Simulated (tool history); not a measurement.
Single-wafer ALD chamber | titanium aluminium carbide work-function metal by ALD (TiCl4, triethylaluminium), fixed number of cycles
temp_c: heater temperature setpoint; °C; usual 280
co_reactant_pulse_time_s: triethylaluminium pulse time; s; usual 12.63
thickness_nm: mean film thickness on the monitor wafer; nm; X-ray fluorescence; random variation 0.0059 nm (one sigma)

run	hour	temp_c	co_reactant_pulse_time_s	wafers since the last listed run	hours since the last thermocouple change	hours since the last triethylaluminium bottle change	hours since the showerhead was replaced	hours since the gauge calibration	read-back reference wafer on the same gauge, thickness_nm	thickness_nm
1	0	274	9.03	0	906.3	199.1	6765.5	851.7	1.826	1.637
2	53.9	284	14.74	371	960.2	253	6819.4	905.6	1.825	1.866
3	160.9	284	14.74	737	1067.2	360	6926.4	1012.6	1.824	1.873
4	201.2	284	14.74	277	1107.5	400.3	6966.7	1052.9	1.824	1.847
5	289.2	285	12.63	606	1195.5	488.3	7054.7	1140.9	1.823	1.855
6	392.6	280	10.2	712	1298.9	591.7	7158.1	1244.3	1.823	1.748
# hour 433.9: showerhead replaced
7	490.7	280	10.2	620	1397	689.8	56.8	1342.4	1.821	1.742
# hour 574.9: gauge calibrated
8	577.1	280	13.81	595	1483.4	776.2	143.2	2.2	1.875	1.874
9	668.2	270	9.03	627	1574.5	867.3	234.3	93.3	1.867	1.632
10	713.9	280	17.03	314	1620.2	913	280	139	1.863	1.872
11	810.7	280	12.63	666	1717	1009.8	376.8	235.8	1.856	1.846
12	906.5	267	15	660	1812.8	1105.6	472.6	331.6	1.852	1.763
# hour 916.1: thermocouple changed; heater temperature recalibrated
# hour 985.7: triethylaluminium bottle replaced
13	992.2	280	12.63	480	76.1	6.5	558.3	417.3	1.85	1.843
14	1097.3	271	9.24	724	181.2	111.6	663.4	522.4	1.845	1.639
15	1152.6	295	12.63	380	236.5	166.9	718.7	577.7	1.844	1.951
16	1249.3	291	17.65	666	333.2	263.6	815.4	674.4	1.842	1.933

Hidden state at the last listed run before each entry between runs and at the first one after, where it differs:
Between runs 6 and 7: showerhead replaced (hour 433.9)
  gauge reads high (%): -2.54 -> -2.56
  measured less the result without the state, thickness_nm: -0.046 -> -0.046 nm
Between runs 7 and 8: gauge calibrated (hour 574.9)
  gauge reads high (%): -2.56 -> 0.227
  measured less the result without the state, thickness_nm: -0.046 -> +0.004 nm
Between runs 12 and 13: thermocouple changed; heater temperature recalibrated (hour 916.1); triethylaluminium bottle replaced (hour 985.7)
  gauge reads high (%): -0.946 -> -1.13
  measured less the result without the state, thickness_nm: -0.016 -> -0.021 nm
